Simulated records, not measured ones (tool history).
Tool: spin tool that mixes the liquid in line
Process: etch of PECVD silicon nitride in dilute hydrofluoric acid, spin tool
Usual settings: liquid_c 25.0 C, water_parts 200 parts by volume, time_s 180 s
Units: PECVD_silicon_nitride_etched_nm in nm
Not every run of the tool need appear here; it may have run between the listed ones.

run     day  liquid_c  water_parts  time_s  wafers since the last listed run  hours since the thermometer was replaced  hours since the hydrofluoric acid flow meter was replaced  hours since the gauge calibration  read-back film thickness of the PECVD silicon nitride reference wafer, read on the same gauge (nm)  PECVD_silicon_nitride_etched_nm
  1   0.000      25.0          200     180                                 0                                    2829.0                                                     1402.0                               51.1                                                                                              40.004                            2.633
  2   0.708      25.0          200     180                               150                                    2846.0                                                     1419.0                               68.1                                                                                              39.980                            2.562
  3   0.975      27.5          200     120                                56                                    2852.4                                                     1425.4                               74.5                                                                                              39.997                            2.043
  4   1.479      27.5          200     120                               107                                    2864.5                                                     1437.5                               86.6                                                                                              39.979                            2.020
  5   2.112      27.5          200     120                               134                                    2879.7                                                     1452.7                              101.8                                                                                              39.985                            2.006
  6   2.775      25.0          225     215                               140                                    2895.6                                                     1468.6                              117.7                                                                                              40.013                            2.806
  7   3.504      25.0          225     215                               154                                    2913.1                                                     1486.1                              135.2                                                                                              40.011                            2.775
  8   3.854      25.0          225     215                                74                                    2921.5                                                     1494.5                              143.6                                                                                              40.000                            2.757
  9   4.175      25.0          125     180                                68                                    2929.2                                                     1502.2                              151.3                                                                                              39.987                            4.155
 10   4.750      25.0          125     180                               122                                    2943.0                                                     1516.0                              165.1                                                                                              39.986                            4.171
 11   5.183      28.5          175     180                                92                                    2953.4                                                     1526.4                              175.5                                                                                              39.982                            3.696
 12   5.721      25.0          200     180                               114                                    2966.3                                                     1539.3                              188.4                                                                                              40.001                            2.608
 13   6.317      25.0          200     180                               126                                    2980.6                                                     1553.6                              202.7                                                                                              40.021                            2.602
 14   6.821      28.5          200     180                               107                                    2992.7                                                     1565.7                              214.8                                                                                              40.008                            3.238
 15   7.496      25.0          200     180                               143                                    3008.9                                                     1581.9                              231.0                                                                                              40.017                            2.623
 16   8.054      25.0          130     120                               118                                    3022.3                                                     1595.3                              244.4                                                                                              39.986                            2.675
 17   8.479      27.5          270     145                                90                                    3032.5                                                     1605.5                              254.6                                                                                              40.002                            1.815
      9.058  -- thermometer replaced
 18   9.158      25.0          200     180                               135                                       2.4                                                     1621.8                              270.9                                                                                              39.982                            2.602
      9.471  -- gauge calibrated
 19   9.688      22.0          140     250                               112                                      15.1                                                     1634.5                                5.2                                                                                              40.006                            4.271
      9.758  -- hydrofluoric acid flow meter replaced
 20  10.008      27.5          200     120                                59                                      22.8                                                        6.0                               12.9                                                                                              39.992                            2.050
 21  10.671      28.0          265     120                               140                                      38.7                                                       21.9                               28.8                                                                                              39.991                            1.584
 22  11.346      23.0          200      90                               143                                      54.9                                                       38.1                               45.0                                                                                              40.006                            1.172
 23  11.933      25.0          200     180                               124                                      69.0                                                       52.2                               59.1                                                                                              40.008                            2.601
 24  12.271      25.0          200     130                                71                                      77.1                                                       60.3                               67.2                                                                                              40.006                            1.887
 25  12.888      25.0          200     180                               131                                      91.9                                                       75.1                               82.0                                                                                              39.981                            2.630

What does the tool deliver on the next run?
 26  13.396      23.0          140     180                               108                                     104.1                                                       87.3                               94.2                                                                                                   ?                                ?

{"run 26": {"read-back film thickness of the PECVD silicon nitride reference wafer, read on the same gauge (nm)": 39.997, "PECVD_silicon_nitride_etched_nm": 3.328}}
With the hidden condition absent and the run-to-run variation left alone, this run would have shown PECVD_silicon_nitride_etched_nm 3.328 nm.
